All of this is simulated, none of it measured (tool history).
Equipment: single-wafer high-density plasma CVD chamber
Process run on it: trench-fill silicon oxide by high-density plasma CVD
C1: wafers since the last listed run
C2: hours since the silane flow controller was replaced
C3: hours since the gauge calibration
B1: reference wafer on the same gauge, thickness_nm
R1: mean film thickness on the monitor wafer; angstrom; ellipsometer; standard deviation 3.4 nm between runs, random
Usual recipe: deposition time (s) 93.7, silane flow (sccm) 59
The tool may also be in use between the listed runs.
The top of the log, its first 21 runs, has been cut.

{"run": 22, "hour": 1189.0, "deposition time (s)": 93.7, "silane flow (sccm)": 59, "C1": 738, "C2": 457.5, "C3": 341.6, "B1": 628.96, "R1": 6030.57}
{"run": 23, "hour": 1226.1, "deposition time (s)": 104.2, "silane flow (sccm)": 54, "C1": 524, "C2": 494.6, "C3": 378.7, "B1": 629.182, "R1": 6297.29}
{"run": 24, "hour": 1260.1, "deposition time (s)": 93.7, "silane flow (sccm)": 59, "C1": 481, "C2": 528.6, "C3": 412.7, "B1": 627.426, "R1": 5984.6}
{"run": 25, "hour": 1286.0, "deposition time (s)": 108.4, "silane flow (sccm)": 50, "C1": 366, "C2": 554.5, "C3": 438.6, "B1": 630.244, "R1": 6034.28}
{"run": 26, "hour": 1325.0, "deposition time (s)": 86.7, "silane flow (sccm)": 67, "C1": 551, "C2": 593.5, "C3": 477.6, "B1": 629.302, "R1": 6223.2}
{"run": 27, "hour": 1370.3, "deposition time (s)": 108.8, "silane flow (sccm)": 65, "C1": 640, "C2": 638.8, "C3": 522.9, "B1": 629.27, "R1": 7548.34}
{"run": 28, "hour": 1437.0, "deposition time (s)": 76, "silane flow (sccm)": 63, "C1": 943, "C2": 705.5, "C3": 589.6, "B1": 629.688, "R1": 5146.97}
{"run": 29, "hour": 1482.2, "deposition time (s)": 86.3, "silane flow (sccm)": 65, "C1": 639, "C2": 750.7, "C3": 634.8, "B1": 628.323, "R1": 5961.32}
{"run": 30, "hour": 1671.9, "deposition time (s)": 106, "silane flow (sccm)": 53, "C1": 2684, "C2": 940.4, "C3": 824.5, "B1": 628.072, "R1": 6143.03}
{"run": 31, "hour": 1738.1, "deposition time (s)": 80, "silane flow (sccm)": 64, "C1": 936, "C2": 1006.6, "C3": 890.7, "B1": 628.86, "R1": 5441.52}
{"run": 32, "hour": 1777.7, "deposition time (s)": 110.6, "silane flow (sccm)": 67, "C1": 560, "C2": 1046.2, "C3": 930.3, "B1": 628.467, "R1": 7752.45}
{"run": 33, "hour": 1815.8, "deposition time (s)": 93.7, "silane flow (sccm)": 70, "C1": 539, "C2": 1084.3, "C3": 968.4, "B1": 628.798, "R1": 6878.29}
{"run": 34, "hour": 1844.9, "deposition time (s)": 93.7, "silane flow (sccm)": 59, "C1": 411, "C2": 1113.4, "C3": 997.5, "B1": 629.27, "R1": 5935.71}
{"run": 35, "hour": 1876.5, "deposition time (s)": 93.7, "silane flow (sccm)": 69, "C1": 447, "C2": 1145, "C3": 1029.1, "B1": 628.146, "R1": 6755.26}
{"run": 36, "hour": 1937.5, "deposition time (s)": 93.7, "silane flow (sccm)": 52, "C1": 863, "C2": 1206, "C3": 1090.1, "B1": 627.844, "R1": 5311.49}
{"run": 37, "hour": 2002.8, "deposition time (s)": 93.7, "silane flow (sccm)": 59, "C1": 923, "C2": 1271.3, "C3": 1155.4, "B1": 628.871, "R1": 5922.69}
{"run": 38, "hour": 2035.0, "deposition time (s)": 93.7, "silane flow (sccm)": 59, "C1": 455, "C2": 1303.5, "C3": 1187.6, "B1": 629.728, "R1": 5944.71}
{"run": 39, "hour": 2067.0, "deposition time (s)": 110.9, "silane flow (sccm)": 66, "C1": 452, "C2": 1335.5, "C3": 1219.6, "B1": 629.744, "R1": 7664.15}
{"run": 40, "hour": 2098.8, "deposition time (s)": 110.7, "silane flow (sccm)": 52, "C1": 449, "C2": 1367.3, "C3": 1251.4, "B1": 628.816, "R1": 6268.36}
{"run": 41, "hour": 2166.4, "deposition time (s)": 78.9, "silane flow (sccm)": 49, "C1": 956, "C2": 1434.9, "C3": 1319, "B1": 628.614, "R1": 4257.59}
{"run": 42, "hour": 2221.5, "deposition time (s)": 106.1, "silane flow (sccm)": 69, "C1": 779, "C2": 1490, "C3": 1374.1, "B1": 627.704, "R1": 7610.55}
{"run": 43, "hour": 2260.6, "deposition time (s)": 111.9, "silane flow (sccm)": 47, "C1": 553, "C2": 1529.1, "C3": 1413.2, "B1": 628.747, "R1": 5835.18}
{"run": 44, "hour": 2331.5, "deposition time (s)": 93.7, "silane flow (sccm)": 59, "C1": 1003, "C2": 1600, "C3": 1484.1, "B1": 629.154, "R1": 5839.4}
{"run": 45, "hour": 2386.1, "deposition time (s)": 93.7, "silane flow (sccm)": 51, "C1": 772, "C2": 1654.6, "C3": 1538.7, "B1": 628.448, "R1": 5208.97}
{"run": 46, "hour": 2422.3, "deposition time (s)": 84.2, "silane flow (sccm)": 47, "C1": 512, "C2": 1690.8, "C3": 1574.9, "B1": 627.744, "R1": 4404.83}

What if the next run were any one of these 4? Each begins from the tool's condition after run 46:
{"run": "A", "hour": 2422.7, "deposition time (s)": 93.7, "silane flow (sccm)": 59, "C1": 5, "C2": 1691.2, "C3": 1575.3, "B1": "?", "R1": "?"}
{"run": "B", "hour": 2422.7, "deposition time (s)": 104, "silane flow (sccm)": 63, "C1": 5, "C2": 1691.2, "C3": 1575.3, "B1": "?", "R1": "?"}
{"run": "C", "hour": 2422.7, "deposition time (s)": 108.1, "silane flow (sccm)": 59, "C1": 5, "C2": 1691.2, "C3": 1575.3, "B1": "?", "R1": "?"}
{"run": "D", "hour": 2422.7, "deposition time (s)": 76.8, "silane flow (sccm)": 66, "C1": 5, "C2": 1691.2, "C3": 1575.3, "B1": "?", "R1": "?"}

run=A B1=629.383 R1=5903.35
run=B B1=629.383 R1=6923.37
run=C B1=629.383 R1=6810.59
run=D B1=629.383 R1=5318.17
Without the tool's unlogged condition, the same runs would have read:
run=A R1=6155.4
run=B R1=7218.97
run=C R1=7101.37
run=D R1=5545.24
